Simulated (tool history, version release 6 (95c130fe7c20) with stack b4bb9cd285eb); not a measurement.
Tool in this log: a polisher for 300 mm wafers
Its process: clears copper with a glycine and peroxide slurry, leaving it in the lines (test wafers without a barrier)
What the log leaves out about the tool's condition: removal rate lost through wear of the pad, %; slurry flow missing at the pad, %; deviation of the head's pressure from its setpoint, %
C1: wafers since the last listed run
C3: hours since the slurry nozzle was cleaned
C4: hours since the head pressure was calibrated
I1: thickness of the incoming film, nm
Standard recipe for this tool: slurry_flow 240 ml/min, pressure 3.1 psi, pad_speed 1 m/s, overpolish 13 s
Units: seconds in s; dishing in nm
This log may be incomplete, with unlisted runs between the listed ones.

{"run": 1, "day": 0.0, "slurry_flow": 240, "pressure": 3.1, "pad_speed": 1, "overpolish": 13, "C1": 0, "wafers polished on this pad": 243, "C3": 404, "C4": 695.7, "I1": 525.2, "seconds": 82.7, "dishing": 43.3}
{"run": 2, "day": 1.079, "slurry_flow": 240, "pressure": 3.1, "pad_speed": 1, "overpolish": 13, "C1": 150, "wafers polished on this pad": 393, "C3": 429.9, "C4": 721.6, "I1": 529.6, "seconds": 85.8, "dishing": 44.6}
{"run": 3, "day": 1.588, "slurry_flow": 185, "pressure": 2.9, "pad_speed": 1, "overpolish": 13, "C1": 71, "wafers polished on this pad": 464, "C3": 442.1, "C4": 733.8, "I1": 526.3, "seconds": 93.6, "dishing": 41.9}
{"run": 4, "day": 2.125, "slurry_flow": 240, "pressure": 3.1, "pad_speed": 1, "overpolish": 13, "C1": 75, "wafers polished on this pad": 540, "C3": 455, "C4": 746.7, "I1": 536.7, "seconds": 86.1, "dishing": 44}
{"run": 5, "day": 3.6, "slurry_flow": 240, "pressure": 3.1, "pad_speed": 1, "overpolish": 13, "C1": 206, "wafers polished on this pad": 746, "C3": 490.4, "C4": 782.1, "I1": 532.2, "seconds": 83.9, "dishing": 46.1}
{"run": 6, "day": 4.171, "slurry_flow": 240, "pressure": 3.1, "pad_speed": 1, "overpolish": 13, "C1": 79, "wafers polished on this pad": 826, "C3": 504.1, "C4": 795.8, "I1": 517.9, "seconds": 83.2, "dishing": 48}
{"run": 7, "day": 4.783, "slurry_flow": 240, "pressure": 3.1, "pad_speed": 1, "overpolish": 13, "C1": 85, "wafers polished on this pad": 911, "C3": 518.8, "C4": 810.5, "I1": 523.7, "seconds": 81.8, "dishing": 45.1}
{"run": 8, "day": 5.85, "slurry_flow": 240, "pressure": 2.5, "pad_speed": 1, "overpolish": 8, "C1": 149, "wafers polished on this pad": 1060, "C3": 544.4, "C4": 836.1, "I1": 532.1, "seconds": 99.3, "dishing": 28.1}
{"run": 9, "day": 7.625, "slurry_flow": 240, "pressure": 3.1, "pad_speed": 1, "overpolish": 13, "C1": 248, "wafers polished on this pad": 1309, "C3": 587, "C4": 878.7, "I1": 533.9, "seconds": 83, "dishing": 46.8}
{"day": 8.625, "done": "worn pad replaced by a new one"}
{"run": 10, "day": 8.929, "slurry_flow": 240, "pressure": 3.1, "pad_speed": 1, "overpolish": 13, "C1": 159, "wafers polished on this pad": 42, "C3": 618.3, "C4": 910, "I1": 534.4, "seconds": 84.9, "dishing": 46.4}
{"run": 11, "day": 9.846, "slurry_flow": 240, "pressure": 3.1, "pad_speed": 1, "overpolish": 13, "C1": 128, "wafers polished on this pad": 170, "C3": 640.3, "C4": 932, "I1": 522.1, "seconds": 80.6, "dishing": 45.9}
{"run": 12, "day": 10.379, "slurry_flow": 240, "pressure": 3.1, "pad_speed": 1, "overpolish": 13, "C1": 74, "wafers polished on this pad": 245, "C3": 653.1, "C4": 944.8, "I1": 522.2, "seconds": 83.4, "dishing": 45.5}
{"run": 13, "day": 11.75, "slurry_flow": 240, "pressure": 3.1, "pad_speed": 1, "overpolish": 7, "C1": 191, "wafers polished on this pad": 436, "C3": 686, "C4": 977.7, "I1": 539.6, "seconds": 83.8, "dishing": 29.5}
{"run": 14, "day": 13.075, "slurry_flow": 240, "pressure": 3.1, "pad_speed": 0.78, "overpolish": 17, "C1": 185, "wafers polished on this pad": 621, "C3": 717.8, "C4": 1009.5, "I1": 530.7, "seconds": 91.6, "dishing": 48.5}
{"day": 14.554, "done": "head pressure recalibrated"}
{"run": 15, "day": 16.804, "slurry_flow": 320, "pressure": 3.6, "pad_speed": 1, "overpolish": 7, "C1": 509, "wafers polished on this pad": 1131, "C3": 807.3, "C4": 54, "I1": 525.8, "seconds": 74.4, "dishing": 31.5}
{"run": 16, "day": 17.525, "slurry_flow": 295, "pressure": 3.9, "pad_speed": 1, "overpolish": 13, "C1": 100, "wafers polished on this pad": 1232, "C3": 824.6, "C4": 71.3, "I1": 530.4, "seconds": 73.3, "dishing": 52}
{"run": 17, "day": 18.046, "slurry_flow": 240, "pressure": 3.1, "pad_speed": 1, "overpolish": 13, "C1": 72, "wafers polished on this pad": 1305, "C3": 837.1, "C4": 83.8, "I1": 527.5, "seconds": 88.7, "dishing": 45.2}
{"run": 18, "day": 18.933, "slurry_flow": 190, "pressure": 4.1, "pad_speed": 0.78, "overpolish": 5, "C1": 124, "wafers polished on this pad": 1429, "C3": 858.4, "C4": 105.1, "I1": 537.6, "seconds": 84.4, "dishing": 23}
{"day": 19.304, "done": "worn pad replaced by a new one"}
{"run": 19, "day": 20.392, "slurry_flow": 205, "pressure": 2.4, "pad_speed": 1, "overpolish": 13, "C1": 180, "wafers polished on this pad": 151, "C3": 893.4, "C4": 140.1, "I1": 532.5, "seconds": 111.2, "dishing": 38}
{"day": 20.825, "done": "slurry nozzle cleaned"}
{"run": 20, "day": 21.696, "slurry_flow": 270, "pressure": 2.4, "pad_speed": 1, "overpolish": 13, "C1": 176, "wafers polished on this pad": 328, "C3": 20.9, "C4": 171.4, "I1": 527.7, "seconds": 107.5, "dishing": 38.1}
{"run": 21, "day": 22.238, "slurry_flow": 180, "pressure": 3.1, "pad_speed": 1, "overpolish": 13, "C1": 75, "wafers polished on this pad": 404, "C3": 33.9, "C4": 184.4, "I1": 532.4, "seconds": 89.9, "dishing": 44.1}
{"run": 22, "day": 23.396, "slurry_flow": 280, "pressure": 3.1, "pad_speed": 1.18, "overpolish": 13, "C1": 161, "wafers polished on this pad": 566, "C3": 61.7, "C4": 212.2, "I1": 532.4, "seconds": 78.9, "dishing": 44.4}
{"run": 23, "day": 24.862, "slurry_flow": 240, "pressure": 3.1, "pad_speed": 1, "overpolish": 13, "C1": 205, "wafers polished on this pad": 771, "C3": 96.9, "C4": 247.4, "I1": 539.7, "seconds": 90.6, "dishing": 44.5}
{"run": 24, "day": 25.588, "slurry_flow": 240, "pressure": 2.2, "pad_speed": 1, "overpolish": 9, "C1": 101, "wafers polished on this pad": 872, "C3": 114.3, "C4": 264.8, "I1": 530.8, "seconds": 114.6, "dishing": 27.8}
{"run": 25, "day": 26.2, "slurry_flow": 240, "pressure": 3.1, "pad_speed": 1, "overpolish": 13, "C1": 85, "wafers polished on this pad": 958, "C3": 129, "C4": 279.5, "I1": 529.6, "seconds": 86.6, "dishing": 45.3}
{"run": 26, "day": 27.329, "slurry_flow": 160, "pressure": 3.1, "pad_speed": 0.9, "overpolish": 13, "C1": 157, "wafers polished on this pad": 1115, "C3": 156.1, "C4": 306.6, "I1": 539.8, "seconds": 99.3, "dishing": 41.2}
{"run": 27, "day": 28.108, "slurry_flow": 170, "pressure": 3.1, "pad_speed": 1, "overpolish": 16, "C1": 108, "wafers polished on this pad": 1224, "C3": 174.8, "C4": 325.3, "I1": 538.3, "seconds": 93.1, "dishing": 48.9}
{"day": 29.621, "done": "worn pad replaced by a new one"}
{"run": 28, "day": 29.642, "slurry_flow": 195, "pressure": 3.1, "pad_speed": 0.86, "overpolish": 17, "C1": 191, "wafers polished on this pad": 2, "C3": 211.6, "C4": 362.1, "I1": 529.4, "seconds": 96.1, "dishing": 51.1}
{"run": 29, "day": 33.804, "slurry_flow": 190, "pressure": 3.1, "pad_speed": 1.26, "overpolish": 19, "C1": 581, "wafers polished on this pad": 584, "C3": 311.5, "C4": 462, "I1": 538, "seconds": 80, "dishing": 56.9}
{"run": 30, "day": 34.938, "slurry_flow": 240, "pressure": 3.1, "pad_speed": 1, "overpolish": 13, "C1": 158, "wafers polished on this pad": 743, "C3": 338.7, "C4": 489.2, "I1": 526.1, "seconds": 86.4, "dishing": 45.6}
{"run": 31, "day": 36.25, "slurry_flow": 240, "pressure": 3.1, "pad_speed": 0.74, "overpolish": 7, "C1": 183, "wafers polished on this pad": 926, "C3": 370.2, "C4": 520.7, "I1": 530.5, "seconds": 100.8, "dishing": 26.2}
{"run": 32, "day": 37.521, "slurry_flow": 240, "pressure": 3.1, "pad_speed": 1.2, "overpolish": 13, "C1": 177, "wafers polished on this pad": 1104, "C3": 400.7, "C4": 551.2, "I1": 528.6, "seconds": 79.2, "dishing": 48.7}
{"run": 33, "day": 38.542, "slurry_flow": 240, "pressure": 3.1, "pad_speed": 1, "overpolish": 13, "C1": 142, "wafers polished on this pad": 1247, "C3": 425.2, "C4": 575.7, "I1": 530.7, "seconds": 88.7, "dishing": 43.9}
{"run": 34, "day": 39.379, "slurry_flow": 240, "pressure": 3.1, "pad_speed": 1.14, "overpolish": 5, "C1": 117, "wafers polished on this pad": 1364, "C3": 445.3, "C4": 595.8, "I1": 522.6, "seconds": 79.4, "dishing": 23.3}
{"run": 35, "day": 40.108, "slurry_flow": 215, "pressure": 3.1, "pad_speed": 1, "overpolish": 7, "C1": 101, "wafers polished on this pad": 1466, "C3": 462.8, "C4": 613.3, "I1": 528.9, "seconds": 85.6, "dishing": 29.2}
{"day": 40.358, "done": "worn pad replaced by a new one"}
{"run": 36, "day": 40.808, "slurry_flow": 240, "pressure": 3.8, "pad_speed": 1, "overpolish": 13, "C1": 74, "wafers polished on this pad": 62, "C3": 479.6, "C4": 630.1, "I1": 529.8, "seconds": 69.8, "dishing": 50.6}

Some steps in seconds between neighbouring runs. How much of each would the tool show without its hidden state too (settings, what came in, random variation), and how much is left for the hidden state, with any gauge scatter that isn't in both results?
Run 7 -> 8: pressure 3.1 -> 2.5, overpolish 13 -> 8. seconds +17.5 s: hidden state -1.2, all else +18.7.
Run 13 -> 14: pad_speed 1 -> 0.78, overpolish 7 -> 17. seconds +7.8 s: hidden state -1, all else +8.8.
Run 14 -> 15: slurry_flow 240 -> 320, pressure 3.1 -> 3.6, pad_speed 0.78 -> 1, overpolish 17 -> 7, head pressure recalibrated. seconds -17.2 s: hidden state +6.9, all else -24.1.
Run 18 -> 19: slurry_flow 190 -> 205, pressure 4.1 -> 2.4, pad_speed 0.78 -> 1, overpolish 5 -> 13, worn pad replaced by a new one. seconds +26.8 s: hidden state -0.5, all else +27.3.
Run 23 -> 24: pressure 3.1 -> 2.2, overpolish 13 -> 9. seconds +24 s: hidden state -0.5, all else +24.5.
Run 24 -> 25: pressure 2.2 -> 3.1, overpolish 9 -> 13. seconds -28 s: hidden state +0.5, all else -28.5.
